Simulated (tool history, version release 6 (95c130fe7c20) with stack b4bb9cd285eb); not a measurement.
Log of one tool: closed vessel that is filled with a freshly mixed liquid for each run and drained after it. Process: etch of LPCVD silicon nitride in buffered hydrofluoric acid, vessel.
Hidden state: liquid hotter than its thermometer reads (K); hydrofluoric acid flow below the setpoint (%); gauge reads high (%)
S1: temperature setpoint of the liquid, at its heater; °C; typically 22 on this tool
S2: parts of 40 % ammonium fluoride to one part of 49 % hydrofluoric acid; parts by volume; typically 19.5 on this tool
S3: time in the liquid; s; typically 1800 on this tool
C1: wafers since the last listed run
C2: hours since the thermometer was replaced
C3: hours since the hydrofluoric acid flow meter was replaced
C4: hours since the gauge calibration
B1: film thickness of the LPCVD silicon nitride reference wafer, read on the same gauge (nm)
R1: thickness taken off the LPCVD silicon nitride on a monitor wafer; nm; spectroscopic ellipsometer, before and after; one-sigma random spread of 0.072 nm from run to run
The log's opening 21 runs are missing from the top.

{"day": 10.692, "done": "hydrofluoric acid flow meter replaced"}
{"run": 22, "day": 11.3, "S1": 18, "S2": 25, "S3": 2670, "C1": 1623, "C2": 93.6, "C3": 14.6, "C4": 87, "B1": 69.99, "R1": 14.34}
{"run": 23, "day": 11.871, "S1": 24.5, "S2": 19.5, "S3": 1800, "C1": 496, "C2": 107.3, "C3": 28.3, "C4": 100.7, "B1": 69.99, "R1": 16.62}
{"run": 24, "day": 12.554, "S1": 22, "S2": 12, "S3": 2695, "C1": 594, "C2": 123.7, "C3": 44.7, "C4": 117.1, "B1": 70, "R1": 35.13}
{"run": 25, "day": 12.996, "S1": 22, "S2": 19.5, "S3": 1800, "C1": 384, "C2": 134.3, "C3": 55.3, "C4": 127.7, "B1": 69.99, "R1": 14.45}
{"run": 26, "day": 13.488, "S1": 22, "S2": 23.5, "S3": 1800, "C1": 427, "C2": 146.1, "C3": 67.1, "C4": 139.5, "B1": 69.97, "R1": 12.66}
{"run": 27, "day": 14.071, "S1": 23.5, "S2": 16.5, "S3": 1800, "C1": 507, "C2": 160.1, "C3": 81.1, "C4": 153.5, "B1": 70.02, "R1": 18.54}
{"run": 28, "day": 14.367, "S1": 22, "S2": 19.5, "S3": 1000, "C1": 257, "C2": 167.2, "C3": 88.2, "C4": 160.6, "B1": 70.01, "R1": 8.05}
{"run": 29, "day": 14.633, "S1": 22, "S2": 19.5, "S3": 1800, "C1": 231, "C2": 173.6, "C3": 94.6, "C4": 167, "B1": 69.98, "R1": 14.61}
{"run": 30, "day": 14.954, "S1": 19, "S2": 23.5, "S3": 1800, "C1": 279, "C2": 181.3, "C3": 102.3, "C4": 174.7, "B1": 70.01, "R1": 10.73}
{"run": 31, "day": 15.454, "S1": 22, "S2": 19.5, "S3": 1800, "C1": 434, "C2": 193.3, "C3": 114.3, "C4": 186.7, "B1": 70.04, "R1": 14.48}
{"run": 32, "day": 15.862, "S1": 22, "S2": 19.5, "S3": 1290, "C1": 355, "C2": 203.1, "C3": 124.1, "C4": 196.5, "B1": 69.98, "R1": 10.36}
{"run": 33, "day": 16.512, "S1": 22, "S2": 19.5, "S3": 1800, "C1": 565, "C2": 218.7, "C3": 139.7, "C4": 212.1, "B1": 70.02, "R1": 14.56}

Below are 3 alternative next runs, each starting from the tool's condition after run 33. Predict each:
{"run": "A", "day": 16.558, "S1": 22, "S2": 19.5, "S3": 1800, "C1": 39, "C2": 219.8, "C3": 140.8, "C4": 213.2, "B1": "?", "R1": "?"}
{"run": "B", "day": 16.558, "S1": 22, "S2": 24, "S3": 2820, "C1": 39, "C2": 219.8, "C3": 140.8, "C4": 213.2, "B1": "?", "R1": "?"}
{"run": "C", "day": 16.558, "S1": 26, "S2": 19.5, "S3": 1800, "C1": 39, "C2": 219.8, "C3": 140.8, "C4": 213.2, "B1": "?", "R1": "?"}

run=A B1=69.98 R1=14.53
run=B B1=69.98 R1=19.58
run=C B1=69.98 R1=18.08
What these runs would have given with no unlogged condition in the tool:
run=A R1=14.3
run=B R1=19.27
run=C R1=17.8
